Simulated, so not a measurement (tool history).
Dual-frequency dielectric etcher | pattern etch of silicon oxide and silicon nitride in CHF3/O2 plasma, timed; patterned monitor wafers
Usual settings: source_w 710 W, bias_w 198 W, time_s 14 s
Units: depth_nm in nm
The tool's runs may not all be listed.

run    hour  source_w  bias_w  time_s  read-back reference wafer on the same gauge, depth_nm  depth_nm
  1       0       710     198      13                                                  24.97     20.25
       22.5  -- wet clean of the chamber
  2    58.9       710     198      13                                                  24.94     20.31
  3   104.8       810     198      14                                                  24.88     23.01
  4   135.1       810     198      14                                                  24.84     22.75
  5   159.3       710     198      15                                                  24.86     23.34
  6   198.6       710     198      15                                                  24.89     23.29
  7     236       710     198      14                                                  24.85     21.94
  8   274.9       710     198      14                                                  24.81     21.92
  9   300.4       830     198    16.5                                                  24.84     26.61
 10   356.6       830     198    16.5                                                  24.79     26.76
 11   389.7       710     198      14                                                  24.76     21.82
      439.9  -- wet clean of the chamber
 12   447.7       590     165      18                                                  24.78     24.66
      482.2  -- source power generator calibrated
      503.4  -- upper electrode replaced
 13   503.9       610     243    12.5                                                  24.73     19.88
 14   516.4       710     212      14                                                  24.76     22.22
      544.2  -- gauge calibrated
 15   554.2       810     222    12.5                                                  25.63     21.68
      564.5  -- bias power generator calibrated
 16   585.5       710     198      15                                                  25.58     23.79
 17   642.4       770     198      14                                                  25.44     22.91
 18   671.6       710     198      14                                                  25.35     22.09
      787.2  -- wet clean of the chamber
 19   872.2       710     175      18                                                  24.97     26.84
 20   998.6       710     198      14                                                  24.89     21.58
 21    1031       710     150      14                                                  24.82      19.8
 22  1101.6       810     223      11                                                  24.78     18.55

Forecast each of these 3 alternatives for the next run:
  A  1102       710     198      14                                                      ?         ?
  B  1102       760     175    15.5                                                      ?         ?
  C  1102       710     165      14                                                      ?         ?

run  read-back reference wafer on the same gauge, depth_nm  depth_nm
  A                                                  24.76     21.73
  B                                                  24.76      23.5
  C                                                  24.76     20.35
Without the tool's hidden state the same runs would have given:
run  depth_nm
  A     22.61
  B     24.45
  C     21.17

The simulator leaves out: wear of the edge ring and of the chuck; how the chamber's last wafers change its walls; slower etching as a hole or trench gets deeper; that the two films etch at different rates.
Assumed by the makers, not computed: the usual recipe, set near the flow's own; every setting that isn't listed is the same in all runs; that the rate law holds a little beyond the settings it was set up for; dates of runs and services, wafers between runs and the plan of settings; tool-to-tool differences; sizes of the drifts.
